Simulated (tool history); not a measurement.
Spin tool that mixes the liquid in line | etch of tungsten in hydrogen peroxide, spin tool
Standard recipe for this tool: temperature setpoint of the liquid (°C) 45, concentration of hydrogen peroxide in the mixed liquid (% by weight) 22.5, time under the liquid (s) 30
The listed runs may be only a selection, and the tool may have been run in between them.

run,hour,temperature setpoint of the liquid (°C),concentration of hydrogen peroxide in the mixed liquid (% by weight),time under the liquid (s),"read-back film thickness of the tungsten reference wafer, read on the same gauge (nm)",thickness taken off the tungsten on a monitor wafer (nm)
1,0,45,22.5,30,130.29,33.39
2,47.3,45,22.5,30,130.6,33.45
3,76.6,45,22.5,30,130.84,33.62
4,112.4,45,22.5,30,131.04,33.55
5,173.8,45,17,30,131.38,29.31
6,211.1,45,22.5,30,131.55,33.55
7,262.3,45,22.5,30,131.8,33.85
8,326.1,45,22.5,30,131.99,33.65
9,372.4,47,22.5,30,132.11,38.4
# hour 385.2: thermometer replaced
10,415.1,47,22.5,30,132.24,38.2
11,440.9,45,22.5,30,132.28,33.73
# hour 488.5: peroxide flow meter replaced
12,508.6,45,22.5,20,132.48,22.5
# hour 523.9: heated supply line repaired
13,673.2,45,22.5,30,132.72,33.6
14,742.7,36.5,20.5,20,132.76,12.42
15,777,38,27.5,35,132.74,27.75
16,843.4,45,25.5,20,132.84,24.03
# hour 865.5: gauge calibrated
17,882.5,49.5,22.5,30,129.97,44.15
# hour 918.2: new drum of peroxide connected
18,939,45,22.5,30,130.45,33.31
19,1005,50,22.5,30,130.94,45.92
20,1031.6,50.5,20,40,131.14,58.92
21,1071.3,42.5,22.5,40,131.34,38.26
22,1118.3,52,28,40,131.6,76.21
23,1151.5,38.5,22.5,25,131.72,18.54
24,1183.5,45,22.5,30,131.85,33.74
25,1226.3,45,22.5,15,132.07,16.91

Some steps in thickness taken off the tungsten on a monitor wafer (nm) between neighbouring runs. How much of each would the tool show without its hidden state too (settings, what came in, random variation), and how much is left for the hidden state, with any gauge scatter that isn't in both results?
The tool's hidden condition here consists of: liquid colder than its thermometer reads (K); peroxide flow below the setpoint (%); temperature lost on the way to the wafer (K); peroxide weaker than its label (%); gauge reads high (%).
Run 21 -> 22: temperature setpoint of the liquid (°C) 42.5 -> 52, concentration of hydrogen peroxide in the mixed liquid (% by weight) 22.5 -> 28. thickness taken off the tungsten on a monitor wafer (nm) +37.95: hidden state +0.52, all else +37.43.
Run 22 -> 23: temperature setpoint of the liquid (°C) 52 -> 38.5, concentration of hydrogen peroxide in the mixed liquid (% by weight) 28 -> 22.5, time under the liquid (s) 40 -> 25. thickness taken off the tungsten on a monitor wafer (nm) -57.67: hidden state -0.67, all else -57.
